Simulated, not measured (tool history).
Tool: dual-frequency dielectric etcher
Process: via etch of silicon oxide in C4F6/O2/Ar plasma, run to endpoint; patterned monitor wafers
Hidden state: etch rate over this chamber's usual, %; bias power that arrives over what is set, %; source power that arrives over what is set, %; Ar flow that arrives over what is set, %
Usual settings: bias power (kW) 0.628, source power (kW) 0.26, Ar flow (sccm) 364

run	hour	bias power (kW)	source power (kW)	Ar flow (sccm)	wafers since the last listed run	hours since the last wet clean	hours since the last bias power generator calibration	hours since the last source power generator calibration	hours since the last Ar flow controller change	hours since the last upper electrode change	incoming incoming film thickness, nm	endpoint time (s)
1	0	0.628	0.25	364	0	280.7	1613.7	1617.1	3646.4	4140.9	127.4	28
# hour 39.5: Ar flow controller replaced
# hour 42.3: wet clean of the chamber
2	42.8	0.628	0.25	364	453	0.5	1656.5	1659.9	3.3	4183.7	127.2	28.1
3	43.2	0.628	0.26	364	5	0.9	1656.9	1660.3	3.7	4184.1	125.7	27.4
4	60.7	0.628	0.26	364	233	18.4	1674.4	1677.8	21.2	4201.6	127.8	27.7
5	83.5	0.628	0.26	364	304	41.2	1697.2	1700.6	44	4224.4	127.2	27.6
# hour 124.9: upper electrode replaced
# hour 126.6: source power generator calibrated
6	127.1	0.628	0.26	301	238	84.8	1740.8	0.5	87.6	2.2	125.7	26.9
7	127.4	0.628	0.26	364	4	85.1	1741.1	0.8	87.9	2.5	127.5	27.8
8	136.1	0.628	0.26	364	116	93.8	1749.8	9.5	96.6	11.2	127	27.7
9	158.3	0.628	0.26	364	296	116	1772	31.7	118.8	33.4	127.1	27.6
10	186.2	0.541	0.29	391	372	143.9	1799.9	59.6	146.7	61.3	126.3	28.9
11	204.1	0.628	0.28	325	238	161.8	1817.8	77.5	164.6	79.2	126.9	26.6
12	231.1	0.628	0.26	364	360	188.8	1844.8	104.5	191.6	106.2	125.8	27.3
13	247.5	0.628	0.26	364	218	205.2	1861.2	120.9	208	122.6	127.6	27.6
14	264.5	0.772	0.21	416	226	222.2	1878.2	137.9	225	139.6	126.9	27.3
15	279.6	0.548	0.2	364	201	237.3	1893.3	153	240.1	154.7	124.3	32.1
# hour 287.9: bias power generator calibrated
16	301	0.489	0.26	313	232	258.7	13.1	174.4	261.5	176.1	126.7	31.2
# hour 354.1: wet clean of the chamber
17	354.6	0.763	0.29	393	395	0.5	66.7	228	315.1	229.7	127.1	24.2
18	366.2	0.772	0.28	303	154	12.1	78.3	239.6	326.7	241.3	127	23.6
19	381.6	0.739	0.3	364	205	27.5	93.7	255	342.1	256.7	126.6	23.9
20	398.9	0.628	0.26	340	230	44.8	111	272.3	359.4	274	125.7	26.7
21	428.8	0.567	0.23	447	399	74.7	140.9	302.2	389.3	303.9	125.7	30.9
22	458.4	0.628	0.26	364	395	104.3	170.5	331.8	418.9	333.5	126.5	27.5
23	493.4	0.577	0.26	364	467	139.3	205.5	366.8	453.9	368.5	127.8	29.2
24	529.1	0.628	0.26	364	476	175	241.2	402.5	489.6	404.2	125.9	27.3
25	545.9	0.628	0.22	324	224	191.8	258	419.3	506.4	421	126	28.8
26	581	0.628	0.31	316	468	226.9	293.1	454.4	541.5	456.1	127.7	25.5
27	602.6	0.628	0.31	390	288	248.5	314.7	476	563.1	477.7	126.4	25.9
28	625.9	0.782	0.26	333	311	271.8	338	499.3	586.4	501	126.8	24.2
29	655.5	0.734	0.29	413	395	301.4	367.6	528.9	616	530.6	126.1	24.4

How the hidden state differs across the entries between the runs, from the last listed run before each to the first after it:
Between runs 1 and 2: Ar flow controller replaced (hour 39.5); wet clean of the chamber (hour 42.3)
  no hidden state differs between the two runs
Between runs 5 and 6: upper electrode replaced (hour 124.9); source power generator calibrated (hour 126.6)
  no hidden state differs between the two runs
Between runs 15 and 16: bias power generator calibrated (hour 287.9)
  no hidden state differs between the two runs
Between runs 16 and 17: wet clean of the chamber (hour 354.1)
  no hidden state differs between the two runs

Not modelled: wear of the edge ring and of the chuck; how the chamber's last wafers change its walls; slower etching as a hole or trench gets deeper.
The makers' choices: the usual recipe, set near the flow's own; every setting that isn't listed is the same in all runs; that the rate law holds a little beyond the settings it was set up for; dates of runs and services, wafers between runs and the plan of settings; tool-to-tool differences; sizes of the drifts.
